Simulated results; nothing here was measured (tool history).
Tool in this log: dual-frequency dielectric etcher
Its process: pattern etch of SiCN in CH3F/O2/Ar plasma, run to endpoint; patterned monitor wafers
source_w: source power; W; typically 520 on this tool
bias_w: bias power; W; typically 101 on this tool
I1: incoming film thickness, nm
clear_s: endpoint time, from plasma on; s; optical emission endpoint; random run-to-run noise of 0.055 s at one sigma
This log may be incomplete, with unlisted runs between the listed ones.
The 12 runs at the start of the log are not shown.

Run 13, hour 1041.4: usual settings; I1 8.93. Result: clear_s 18.1 s.
Run 14, hour 1109.8: usual settings but source_w 560 W, bias_w 120 W; I1 8.83. Result: clear_s 16.6 s.
Run 15, hour 1196.4: usual settings; I1 8.77. Result: clear_s 18.0 s.
At hour 1303.4: upper electrode replaced.
Run 16, hour 1303.9: usual settings but source_w 560 W, bias_w 93 W; I1 8.86. Result: clear_s 18.2 s.
Run 17, hour 1358.2: usual settings but source_w 420 W, bias_w 112 W; I1 8.80. Result: clear_s 18.3 s.
At hour 1372.7: source power generator calibrated.
Run 18, hour 1418.5: usual settings; I1 8.81. Result: clear_s 18.1 s.
Run 19, hour 1473.3: usual settings; I1 8.83. Result: clear_s 18.3 s.
At hour 1517.0: wet clean of the chamber.
Run 20, hour 1565.6: usual settings; I1 8.76. Result: clear_s 17.8 s.
Run 21, hour 1632.1: usual settings; I1 8.86. Result: clear_s 18.1 s.
Run 22, hour 1680.9: usual settings but source_w 430 W, bias_w 86 W; I1 8.73. Result: clear_s 19.6 s.
Run 23, hour 1744.3: usual settings but source_w 560 W, bias_w 118 W; I1 8.81. Result: clear_s 16.7 s.
Run 24, hour 1809.5: usual settings; I1 8.90. Result: clear_s 18.1 s.
Run 25, hour 1903.5: usual settings but source_w 600 W, bias_w 82 W; I1 8.81. Result: clear_s 18.4 s.
Run 26, hour 2008.7: usual settings but source_w 630 W, bias_w 112 W; I1 8.83. Result: clear_s 16.5 s.
Run 27, hour 2223.5: usual settings but source_w 610 W, bias_w 84 W; I1 8.85. Result: clear_s 18.3 s.
At hour 2277.2: wet clean of the chamber.
Run 28, hour 2297.5: usual settings but source_w 590 W, bias_w 115 W; I1 8.85. Result: clear_s 16.5 s.
Run 29, hour 2381.5: usual settings; I1 8.86. Result: clear_s 17.9 s.
Run 30, hour 2444.5: usual settings but source_w 440 W, bias_w 80 W; I1 8.91. Result: clear_s 20.3 s.
Run 31, hour 2488.5: usual settings but source_w 600 W, bias_w 114 W; I1 8.78. Result: clear_s 16.4 s.
Run 32, hour 2566.6: usual settings but bias_w 93 W; I1 8.84. Result: clear_s 18.5 s.
Run 33, hour 2619.8: usual settings but source_w 620 W, bias_w 111 W; I1 8.81. Result: clear_s 16.5 s.
Run 34, hour 2721.3: usual settings but source_w 630 W, bias_w 84 W; I1 8.78. Result: clear_s 17.9 s.
Run 35, hour 2758.4: usual settings; I1 8.72. Result: clear_s 17.8 s.
Run 36, hour 2818.2: usual settings but source_w 440 W, bias_w 85 W; I1 8.80. Result: clear_s 19.8 s.

Forecast each of these 3 alternatives for the next run:
Run A, hour 2818.6: usual settings; I1 8.74. Result: clear_s ?.
Run B, hour 2818.6: usual settings but source_w 580 W; I1 8.74. Result: clear_s ?.
Run C, hour 2818.6: usual settings but source_w 620 W; I1 8.74. Result: clear_s ?.

run  clear_s
  A     17.9
  B     17.3
  C     17.0
With the hidden condition removed and each run's random variation left untouched, the same runs would have given:
run  clear_s
  A     17.9
  B     17.3
  C     17.0
